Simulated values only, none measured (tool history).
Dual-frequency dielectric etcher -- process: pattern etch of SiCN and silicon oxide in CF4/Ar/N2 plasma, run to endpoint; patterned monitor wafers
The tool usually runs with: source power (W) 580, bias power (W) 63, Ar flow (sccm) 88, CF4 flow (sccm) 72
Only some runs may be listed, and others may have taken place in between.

| run | hour | source power (W) | bias power (W) | Ar flow (sccm) | CF4 flow (sccm) | incoming incoming film thickness, nm | endpoint time (s) |
|---|---|---|---|---|---|---|---|
| 1 | 0.0 | 620 | 63 | 88 | 72 | 16.75 | 13.6 |
|  | 17.6 | bias power generator calibrated |
| 2 | 56.7 | 620 | 63 | 88 | 72 | 16.73 | 13.7 |
|  | 104.5 | wet clean of the chamber |
| 3 | 151.8 | 620 | 63 | 88 | 72 | 16.65 | 13.8 |
|  | 213.2 | CF4 flow controller replaced |
| 4 | 224.7 | 670 | 63 | 88 | 72 | 16.71 | 13.1 |
| 5 | 295.2 | 580 | 63 | 88 | 59 | 16.82 | 15.4 |
| 6 | 399.8 | 640 | 74 | 72 | 72 | 16.62 | 11.9 |
| 7 | 458.7 | 640 | 75 | 88 | 79 | 16.74 | 12.1 |
| 8 | 550.5 | 580 | 63 | 79 | 72 | 16.63 | 14.3 |
| 9 | 646.6 | 580 | 63 | 88 | 72 | 16.80 | 14.8 |
| 10 | 703.3 | 580 | 77 | 81 | 72 | 16.51 | 12.6 |
|  | 841.3 | wet clean of the chamber |
|  | 999.3 | upper electrode replaced |
| 11 | 1006.6 | 580 | 63 | 96 | 72 | 16.72 | 15.3 |
| 12 | 1064.7 | 540 | 50 | 88 | 83 | 16.65 | 17.4 |
| 13 | 1123.6 | 580 | 53 | 88 | 65 | 16.63 | 16.1 |
| 14 | 1228.5 | 580 | 63 | 88 | 72 | 16.59 | 14.4 |
|  | 1405.0 | Ar flow controller replaced |
|  | 1439.7 | source power generator calibrated |
| 15 | 1502.3 | 580 | 63 | 88 | 72 | 16.60 | 14.5 |
|  | 1555.1 | wet clean of the chamber |
| 16 | 1774.7 | 580 | 63 | 104 | 72 | 16.79 | 15.4 |
| 17 | 1874.8 | 580 | 63 | 88 | 72 | 16.75 | 14.6 |
| 18 | 1944.9 | 580 | 57 | 88 | 89 | 16.51 | 14.7 |
| 19 | 1987.7 | 580 | 63 | 88 | 72 | 16.68 | 14.6 |
| 20 | 2029.8 | 580 | 63 | 88 | 72 | 16.67 | 14.5 |
| 21 | 2089.6 | 580 | 50 | 88 | 72 | 16.83 | 16.1 |
|  | 2161.7 | wet clean of the chamber |
| 22 | 2189.2 | 580 | 63 | 88 | 72 | 16.62 | 14.9 |
| 23 | 2240.9 | 670 | 52 | 82 | 78 | 16.76 | 13.9 |

What would each run have given without the hidden state, its run-to-run variation left as it was?
What the log doesn't record here: etch rate over this chamber's usual, %; source power that arrives over what is set, %; bias power that arrives over what is set, %; Ar flow that arrives over what is set, %; CF4 flow that arrives over what is set, %.
| run | endpoint time (s) |
|---|---|
| 1 | 14.1 |
| 2 | 14.3 |
| 3 | 13.9 |
| 4 | 13.3 |
| 5 | 15.7 |
| 6 | 12.2 |
| 7 | 12.5 |
| 8 | 14.9 |
| 9 | 15.5 |
| 10 | 13.3 |
| 11 | 15.5 |
| 12 | 17.7 |
| 13 | 16.5 |
| 14 | 14.9 |
| 15 | 15.3 |
| 16 | 15.8 |
| 17 | 15.1 |
| 18 | 15.3 |
| 19 | 15.2 |
| 20 | 15.2 |
| 21 | 17.0 |
| 22 | 15.0 |
| 23 | 14.0 |
